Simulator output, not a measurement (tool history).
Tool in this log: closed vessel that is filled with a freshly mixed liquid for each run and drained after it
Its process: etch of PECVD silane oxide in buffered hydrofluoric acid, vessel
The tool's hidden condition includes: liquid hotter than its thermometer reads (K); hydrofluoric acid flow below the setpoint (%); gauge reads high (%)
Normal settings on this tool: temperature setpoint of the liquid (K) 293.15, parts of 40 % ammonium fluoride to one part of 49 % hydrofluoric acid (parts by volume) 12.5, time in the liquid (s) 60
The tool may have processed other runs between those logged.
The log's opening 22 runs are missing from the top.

run    hour  temperature setpoint of the liquid (K)  parts of 40 % ammonium fluoride to one part of 49 % hydrofluoric acid (parts by volume)  time in the liquid (s)  wafers since the last listed run  hours since the thermometer was replaced  hours since the hydrofluoric acid flow meter was replaced  hours since the gauge calibration  read-back film thickness of the PECVD silane oxide reference wafer, read on the same gauge (nm)  thickness taken off the PECVD silane oxide on a monitor wafer (angstrom)
 23  1458.1                                  293.15                                                                                        9                      60                              2066                                    1548.7                                                       1258                             1256.9                                                                                            59.96                                                                    1174.5
 24  1515.1                                  293.15                                                                                     12.5                      30                              4637                                    1605.7                                                       1315                             1313.9                                                                                            59.98                                                                     431.8
 25  1586.8                                  293.15                                                                                     12.5                      60                              5833                                    1677.4                                                     1386.7                             1385.6                                                                                            60.01                                                                       874
 26  1640.4                                  293.15                                                                                     12.5                      60                              4360                                      1731                                                     1440.3                             1439.2                                                                                            59.99                                                                     869.5
 27  1672.4                                  290.65                                                                                     12.5                      95                              2603                                      1763                                                     1472.3                             1471.2                                                                                            60.01                                                                    1187.8
 28  1724.3                                  293.15                                                                                     12.5                      60                              4222                                    1814.9                                                     1524.2                             1523.1                                                                                            59.96                                                                     866.4
 29  1759.1                                  295.65                                                                                        8                      60                              2831                                    1849.7                                                       1559                             1557.9                                                                                            60.01                                                                    1502.4
     1786.3  -- thermometer replaced
 30  1789.1                                  293.15                                                                                     12.5                      60                              2359                                       2.8                                                       1589                             1587.9                                                                                            60.02                                                                     866.7
 31  1814.2                                  293.15                                                                                     12.5                      60                              2042                                      27.9                                                     1614.1                               1613                                                                                            59.96                                                                     871.6

Predict each of these 5 candidate next runs independently; none follows another, all start after run 31:
  A  1814.9                                  293.15                                                                                     12.5                      60                                56                                      28.6                                                     1614.8                             1613.7                                                                                                ?                                                                         ?
  B  1814.9                                  297.65                                                                                     12.5                      60                                56                                      28.6                                                     1614.8                             1613.7                                                                                                ?                                                                         ?
  C  1814.9                                  293.15                                                                                     15.5                      95                                56                                      28.6                                                     1614.8                             1613.7                                                                                                ?                                                                         ?
  D  1814.9                                  291.15                                                                                     15.5                      60                                56                                      28.6                                                     1614.8                             1613.7                                                                                                ?                                                                         ?
  E  1814.9                                  291.15                                                                                     12.5                      95                                56                                      28.6                                                     1614.8                             1613.7                                                                                                ?                                                                         ?

run  read-back film thickness of the PECVD silane oxide reference wafer, read on the same gauge (nm)  thickness taken off the PECVD silane oxide on a monitor wafer (angstrom)
  A                                                                                            59.98                                                                     866.5
  B                                                                                            59.98                                                                    1110.8
  C                                                                                            59.98                                                                    1110.5
  D                                                                                            59.98                                                                     626.5
  E                                                                                            59.98                                                                    1225.5
Stripped of hidden state, with their random variation kept, the same runs would have yielded:
run  thickness taken off the PECVD silane oxide on a monitor wafer (angstrom)
  A                                                                     903.3
  B                                                                    1158.1
  C                                                                    1157.9
  D                                                                     653.2
  E                                                                    1277.7
